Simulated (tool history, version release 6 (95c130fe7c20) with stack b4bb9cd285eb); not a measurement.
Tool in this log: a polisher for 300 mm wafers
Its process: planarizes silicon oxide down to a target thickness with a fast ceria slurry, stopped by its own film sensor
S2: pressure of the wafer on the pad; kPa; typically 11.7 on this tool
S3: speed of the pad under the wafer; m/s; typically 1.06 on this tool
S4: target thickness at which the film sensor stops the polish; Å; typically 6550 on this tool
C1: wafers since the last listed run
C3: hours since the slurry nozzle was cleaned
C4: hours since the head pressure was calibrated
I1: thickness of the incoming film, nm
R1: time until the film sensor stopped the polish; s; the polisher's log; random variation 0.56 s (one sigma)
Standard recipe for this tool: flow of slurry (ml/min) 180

Run 1, day 0.000: usual settings but flow of slurry (ml/min) 230, S4 5470 Å; C1 0; wafers polished on this pad 5594; C3 404.3; C4 440.9; I1 1157.4. Result: R1 69.9 s.
Run 2, day 3.458: usual settings but flow of slurry (ml/min) 200; C1 826; wafers polished on this pad 6421; C3 487.3; C4 523.9; I1 1157.3. Result: R1 59.4 s.
At day 5.938: worn pad replaced by a new one.
Run 3, day 7.896: usual settings but flow of slurry (ml/min) 200; C1 1021; wafers polished on this pad 468; C3 593.8; C4 630.4; I1 1154.5. Result: R1 55.8 s.
Run 4, day 12.025: usual settings but flow of slurry (ml/min) 200; C1 987; wafers polished on this pad 1455; C3 692.9; C4 729.5; I1 1175.3. Result: R1 57.4 s.
Run 5, day 16.096: usual settings; C1 973; wafers polished on this pad 2429; C3 790.6; C4 827.2; I1 1151.6. Result: R1 56.5 s.
At day 17.292: slurry nozzle cleaned.
Run 6, day 18.171: usual settings; C1 486; wafers polished on this pad 2915; C3 21.1; C4 877.0; I1 1153.7. Result: R1 56.8 s.
Run 7, day 21.133: usual settings; C1 708; wafers polished on this pad 3623; C3 92.2; C4 948.1; I1 1172.4. Result: R1 59.4 s.
Run 8, day 23.108: usual settings; C1 472; wafers polished on this pad 4096; C3 139.6; C4 995.5; I1 1163.8. Result: R1 58.4 s.
Run 9, day 27.162: usual settings but S4 7190 Å; C1 969; wafers polished on this pad 5065; C3 236.9; C4 1092.8; I1 1158.0. Result: R1 50.1 s.
Run 10, day 31.642: usual settings; C1 1071; wafers polished on this pad 6136; C3 344.4; C4 1200.3; I1 1177.7. Result: R1 62.9 s.
At day 33.462: head pressure recalibrated.
Run 11, day 34.358: usual settings; C1 629; wafers polished on this pad 6766; C3 409.6; C4 21.5; I1 1155.6. Result: R1 61.5 s.
Run 12, day 38.525: usual settings but flow of slurry (ml/min) 140; C1 996; wafers polished on this pad 7762; C3 509.6; C4 121.5; I1 1166.1. Result: R1 65.2 s.
Run 13, day 40.358: usual settings but flow of slurry (ml/min) 140; C1 438; wafers polished on this pad 8201; C3 553.6; C4 165.5; I1 1165.6. Result: R1 67.6 s.
At day 41.671: worn pad replaced by a new one.
Run 14, day 42.458: usual settings but flow of slurry (ml/min) 140; C1 462; wafers polished on this pad 187; C3 604.0; C4 215.9; I1 1164.4. Result: R1 60.4 s.
Run 15, day 44.458: usual settings but flow of slurry (ml/min) 215, S2 10.3 kPa, S3 0.90 m/s, S4 7900 Å; C1 478; wafers polished on this pad 666; C3 652.0; C4 263.9; I1 1159.6. Result: R1 50.5 s.
Run 16, day 47.350: usual settings but flow of slurry (ml/min) 240, S4 4850 Å; C1 691; wafers polished on this pad 1357; C3 721.4; C4 333.3; I1 1181.4. Result: R1 76.5 s.
At day 54.388: slurry nozzle cleaned.
Run 17, day 60.254: usual settings but flow of slurry (ml/min) 245, S2 8.3 kPa, S3 0.78 m/s, S4 7430 Å; C1 3075; wafers polished on this pad 4433; C3 140.8; C4 643.0; I1 1155.9. Result: R1 76.7 s.
Run 18, day 64.175: usual settings but flow of slurry (ml/min) 120, S3 0.88 m/s; C1 937; wafers polished on this pad 5371; C3 234.9; C4 737.1; I1 1140.6. Result: R1 66.8 s.
Run 19, day 68.000: usual settings but flow of slurry (ml/min) 235, S2 14.5 kPa, S3 1.22 m/s, S4 5190 Å; C1 914; wafers polished on this pad 6285; C3 326.7; C4 828.9; I1 1157.4. Result: R1 54.5 s.
At day 71.288: worn pad replaced by a new one.
Run 20, day 79.229: usual settings but flow of slurry (ml/min) 205; C1 2645; wafers polished on this pad 1899; C3 596.2; C4 1098.4; I1 1146.8. Result: R1 54.4 s.
Run 21, day 83.629: usual settings but flow of slurry (ml/min) 225, S3 1.34 m/s, S4 4960 Å; C1 1052; wafers polished on this pad 2951; C3 701.8; C4 1204.0; I1 1165.7. Result: R1 64.3 s.
At day 85.371: slurry nozzle cleaned.
Run 22, day 86.062: usual settings but S2 7.6 kPa, S3 1.30 m/s; C1 571; wafers polished on this pad 3523; C3 16.6; C4 1262.4; I1 1152.5. Result: R1 77.1 s.
Run 23, day 87.683: usual settings; C1 387; wafers polished on this pad 3911; C3 55.5; C4 1301.3; I1 1163.3. Result: R1 57.9 s.
Run 24, day 91.042: usual settings but flow of slurry (ml/min) 120, S2 15.9 kPa, S3 1.36 m/s, S4 4860 Å; C1 803; wafers polished on this pad 4714; C3 136.1; C4 1381.9; I1 1155.0. Result: R1 52.5 s.
Run 25, day 94.379: usual settings; C1 798; wafers polished on this pad 5512; C3 216.2; C4 1462.0; I1 1168.2. Result: R1 61.4 s.
Run 26, day 97.150: usual settings but flow of slurry (ml/min) 165; C1 662; wafers polished on this pad 6174; C3 282.7; C4 1528.5; I1 1165.2. Result: R1 62.6 s.
At day 98.142: head pressure recalibrated.
Run 27, day 101.467: usual settings but flow of slurry (ml/min) 200; C1 1012; wafers polished on this pad 7187; C3 386.3; C4 79.8; I1 1183.1. Result: R1 63.6 s.
At day 102.529: worn pad replaced by a new one.
Run 28, day 103.658: usual settings but flow of slurry (ml/min) 160, S3 1.18 m/s; C1 484; wafers polished on this pad 269; C3 438.9; C4 132.4; I1 1148.8. Result: R1 53.5 s.
Run 29, day 107.162: usual settings but S2 8.3 kPa; C1 837; wafers polished on this pad 1107; C3 523.0; C4 216.5; I1 1177.1. Result: R1 84.0 s.
Run 30, day 108.842: usual settings but S3 0.92 m/s; C1 401; wafers polished on this pad 1509; C3 563.3; C4 256.8; I1 1160.3. Result: R1 62.9 s.
Run 31, day 112.333: usual settings but S2 9.7 kPa; C1 834; wafers polished on this pad 2344; C3 647.1; C4 340.6; I1 1148.8. Result: R1 68.7 s.
Run 32, day 121.392: usual settings but S3 0.78 m/s; C1 2166; wafers polished on this pad 4510; C3 864.5; C4 558.0; I1 1172.7. Result: R1 73.4 s.
At day 122.200: slurry nozzle cleaned.
Run 33, day 125.454: usual settings but flow of slurry (ml/min) 145, S2 10.3 kPa, S3 1.36 m/s; C1 961; wafers polished on this pad 5471; C3 78.1; C4 655.5; I1 1164.3. Result: R1 60.5 s.
Run 34, day 129.121: usual settings; C1 876; wafers polished on this pad 6348; C3 166.1; C4 743.5; I1 1148.3. Result: R1 60.7 s.
Run 35, day 132.458: usual settings; C1 798; wafers polished on this pad 7146; C3 246.2; C4 823.6; I1 1165.8. Result: R1 63.2 s.

Expected results for the next run?
Run 36, day 135.171: usual settings but S3 0.94 m/s; C1 648; wafers polished on this pad 7795; C3 311.3; C4 888.7; I1 1165.3. Result: R1 ?.

R1: 67.1 s
With the hidden condition absent and the run-to-run variation left alone, this run would have shown R1 59.6 s.
